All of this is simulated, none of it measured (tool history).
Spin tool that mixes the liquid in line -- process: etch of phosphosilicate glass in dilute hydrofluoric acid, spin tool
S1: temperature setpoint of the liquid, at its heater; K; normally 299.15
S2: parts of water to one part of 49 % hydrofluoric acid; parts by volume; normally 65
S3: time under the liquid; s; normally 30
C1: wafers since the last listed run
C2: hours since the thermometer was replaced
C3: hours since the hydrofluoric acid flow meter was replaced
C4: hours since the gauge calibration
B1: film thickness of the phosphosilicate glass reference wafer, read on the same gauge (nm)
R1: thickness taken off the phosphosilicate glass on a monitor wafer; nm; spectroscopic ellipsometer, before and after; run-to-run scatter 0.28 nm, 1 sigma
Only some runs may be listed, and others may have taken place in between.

run 1 hour=0 | S1=297.65 S2=55 S3=30 | C1=0 C2=2608.2 C3=911.6 C4=26.5 | B1=149.99 | R1=45.4
run 2 hour=10.1 | S1=299.15 S2=65 S3=30 | C1=180 C2=2618.3 C3=921.7 C4=36.6 | B1=150 | R1=40.31
run 3 hour=21.9 | S1=299.15 S2=65 S3=30 | C1=211 C2=2630.1 C3=933.5 C4=48.4 | B1=149.98 | R1=39.96
run 4 hour=29.1 | S1=299.15 S2=65 S3=30 | C1=129 C2=2637.3 C3=940.7 C4=55.6 | B1=150 | R1=40.02
run 5 hour=39.7 | S1=299.15 S2=80 S3=30 | C1=189 C2=2647.9 C3=951.3 C4=66.2 | B1=150 | R1=31.46
run 6 hour=48.8 | S1=299.15 S2=80 S3=30 | C1=163 C2=2657 C3=960.4 C4=75.3 | B1=149.99 | R1=31.92
run 7 hour=56.9 | S1=299.15 S2=65 S3=30 | C1=145 C2=2665.1 C3=968.5 C4=83.4 | B1=149.98 | R1=40.17
run 8 hour=94.8 | S1=299.15 S2=65 S3=30 | C1=679 C2=2703 C3=1006.4 C4=121.3 | B1=149.99 | R1=40.02
run 9 hour=101.5 | S1=299.15 S2=65 S3=30 | C1=120 C2=2709.7 C3=1013.1 C4=128 | B1=150.01 | R1=39.95
run 10 hour=115.2 | S1=299.15 S2=65 S3=15 | C1=245 C2=2723.4 C3=1026.8 C4=141.7 | B1=149.96 | R1=19.95
-- hour=126.2 hydrofluoric acid flow meter replaced
run 11 hour=127 | S1=295.15 S2=65 S3=30 | C1=193 C2=2735.2 C3=0.8 C4=153.5 | B1=150.01 | R1=39.03
-- hour=132.3 gauge calibrated
run 12 hour=144.8 | S1=302.15 S2=85 S3=15 | C1=318 C2=2753 C3=18.6 C4=12.5 | B1=150.02 | R1=19.16
-- hour=162.5 thermometer replaced
run 13 hour=172.6 | S1=299.15 S2=65 S3=30 | C1=480 C2=10.1 C3=46.4 C4=40.3 | B1=150 | R1=45.51
run 14 hour=184.1 | S1=299.15 S2=75 S3=30 | C1=206 C2=21.6 C3=57.9 C4=51.8 | B1=150.03 | R1=38.96
run 15 hour=197 | S1=299.15 S2=65 S3=30 | C1=231 C2=34.5 C3=70.8 C4=64.7 | B1=149.94 | R1=45.5
run 16 hour=211.5 | S1=303.15 S2=65 S3=15 | C1=259 C2=49 C3=85.3 C4=79.2 | B1=150 | R1=26.53

Selected run-to-run steps in R1, each split into two signed amounts: the part the tool would show with no hidden state at all (from settings, incoming material and random variation), and the remainder, which goes to the hidden state together with any gauge scatter not common to the measured and the hidden-state-free results:
Hidden state present: liquid colder than its thermometer reads (K); hydrofluoric acid flow below the setpoint (%); gauge reads high (%).
Run 9 -> 10: S3 30 -> 15. R1 -20 nm: hidden state +3.18, all else -23.18.
Run 12 -> 13: S1 302.15 -> 299.15, S2 85 -> 65, S3 15 -> 30, thermometer replaced. R1 +26.35 nm: hidden state -0.38, all else +26.73.
